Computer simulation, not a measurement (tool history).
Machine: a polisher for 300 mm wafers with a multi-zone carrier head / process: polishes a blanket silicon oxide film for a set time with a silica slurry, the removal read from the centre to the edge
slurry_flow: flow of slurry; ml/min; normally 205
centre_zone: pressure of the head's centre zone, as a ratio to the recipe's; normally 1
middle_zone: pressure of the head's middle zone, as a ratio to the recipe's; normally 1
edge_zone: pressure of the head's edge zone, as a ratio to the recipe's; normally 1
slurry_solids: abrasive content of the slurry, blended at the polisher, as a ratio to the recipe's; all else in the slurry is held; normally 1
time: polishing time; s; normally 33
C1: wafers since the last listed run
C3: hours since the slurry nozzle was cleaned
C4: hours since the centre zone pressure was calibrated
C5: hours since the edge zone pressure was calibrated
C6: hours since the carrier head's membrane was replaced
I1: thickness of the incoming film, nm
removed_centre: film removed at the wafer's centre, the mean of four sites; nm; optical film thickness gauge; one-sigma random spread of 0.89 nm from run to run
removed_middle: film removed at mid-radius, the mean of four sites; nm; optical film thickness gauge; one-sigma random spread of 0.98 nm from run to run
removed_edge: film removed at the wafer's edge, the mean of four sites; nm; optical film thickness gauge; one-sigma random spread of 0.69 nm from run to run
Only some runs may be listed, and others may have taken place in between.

run 1 hour=0 | slurry_flow=205 centre_zone=1 middle_zone=1 edge_zone=1.09 slurry_solids=1 time=33 | C1=0 wafers_polished_on_this_pad=383 C3=229.1 C4=501.7 C5=324.5 C6=24.7 | I1=1135.2 | removed_centre=105.7 removed_middle=106 removed_edge=109.6
-- hour=22.8 edge zone pressure recalibrated
run 2 hour=28.3 | slurry_flow=205 centre_zone=0.94 middle_zone=1 edge_zone=1 slurry_solids=1 time=33 | C1=228 wafers_polished_on_this_pad=612 C3=257.4 C4=530 C5=5.5 C6=53 | I1=1138.1 | removed_centre=98.6 removed_middle=103.6 removed_edge=103.3
-- hour=75.8 slurry nozzle cleaned
-- hour=87.8 worn pad replaced by a new one
run 3 hour=91.9 | slurry_flow=205 centre_zone=1 middle_zone=1 edge_zone=1 slurry_solids=1 time=33 | C1=510 wafers_polished_on_this_pad=36 C3=16.1 C4=593.6 C5=69.1 C6=116.6 | I1=1125.9 | removed_centre=111.1 removed_middle=111.9 removed_edge=108.6
run 4 hour=156.9 | slurry_flow=205 centre_zone=1 middle_zone=1 edge_zone=1 slurry_solids=1 time=33 | C1=565 wafers_polished_on_this_pad=601 C3=81.1 C4=658.6 C5=134.1 C6=181.6 | I1=1129.2 | removed_centre=110.4 removed_middle=110 removed_edge=106.1
-- hour=197.7 worn pad replaced by a new one
run 5 hour=223.4 | slurry_flow=205 centre_zone=1 middle_zone=1 edge_zone=1 slurry_solids=1 time=33 | C1=544 wafers_polished_on_this_pad=223 C3=147.6 C4=725.1 C5=200.6 C6=248.1 | I1=1128.7 | removed_centre=107.6 removed_middle=107.2 removed_edge=106.9
run 6 hour=250 | slurry_flow=205 centre_zone=1 middle_zone=1 edge_zone=1.08 slurry_solids=1 time=33 | C1=231 wafers_polished_on_this_pad=455 C3=174.2 C4=751.7 C5=227.2 C6=274.7 | I1=1118.8 | removed_centre=108.1 removed_middle=107.6 removed_edge=109.4
run 7 hour=283.5 | slurry_flow=205 centre_zone=1 middle_zone=1 edge_zone=1.08 slurry_solids=1 time=33 | C1=291 wafers_polished_on_this_pad=746 C3=207.7 C4=785.2 C5=260.7 C6=308.2 | I1=1149.3 | removed_centre=105.7 removed_middle=105.7 removed_edge=108.3
run 8 hour=310.5 | slurry_flow=255 centre_zone=1 middle_zone=0.89 edge_zone=1 slurry_solids=1.2 time=33 | C1=235 wafers_polished_on_this_pad=981 C3=234.7 C4=812.2 C5=287.7 C6=335.2 | I1=1128.6 | removed_centre=122.1 removed_middle=109.6 removed_edge=119.8
-- hour=324.3 slurry nozzle cleaned
-- hour=325.3 worn pad replaced by a new one
-- hour=336 centre zone pressure recalibrated
run 9 hour=343.4 | slurry_flow=165 centre_zone=1 middle_zone=1.1 edge_zone=1 slurry_solids=0.8 time=44 | C1=251 wafers_polished_on_this_pad=140 C3=19.1 C4=7.4 C5=320.6 C6=368.1 | I1=1143.8 | removed_centre=121.7 removed_middle=132.7 removed_edge=120.7
-- hour=382 edge zone pressure recalibrated
run 10 hour=388.1 | slurry_flow=205 centre_zone=1 middle_zone=1.04 edge_zone=1 slurry_solids=1.2 time=33 | C1=371 wafers_polished_on_this_pad=511 C3=63.8 C4=52.1 C5=6.1 C6=412.8 | I1=1113.2 | removed_centre=121.4 removed_middle=124.8 removed_edge=118.7

Run 11 has not been measured yet. What should we expect?
-- hour=431.9 carrier head's membrane replaced by a new one
-- hour=433.6 worn pad replaced by a new one
run 11 hour=449.1 | slurry_flow=205 centre_zone=1 middle_zone=1 edge_zone=1 slurry_solids=1 time=33 | C1=472 wafers_polished_on_this_pad=135 C3=124.8 C4=113.1 C5=67.1 C6=17.2 | I1=1115.6 | removed_centre=? removed_middle=? removed_edge=?

removed_centre: 109.2 nm
removed_middle: 108.1 nm
removed_edge: 105.2 nm
If the tool had no hidden condition, the same run with the same run-to-run variation would have returned removed_centre 113 nm, removed_middle 111.5 nm, removed_edge 107.6 nm.
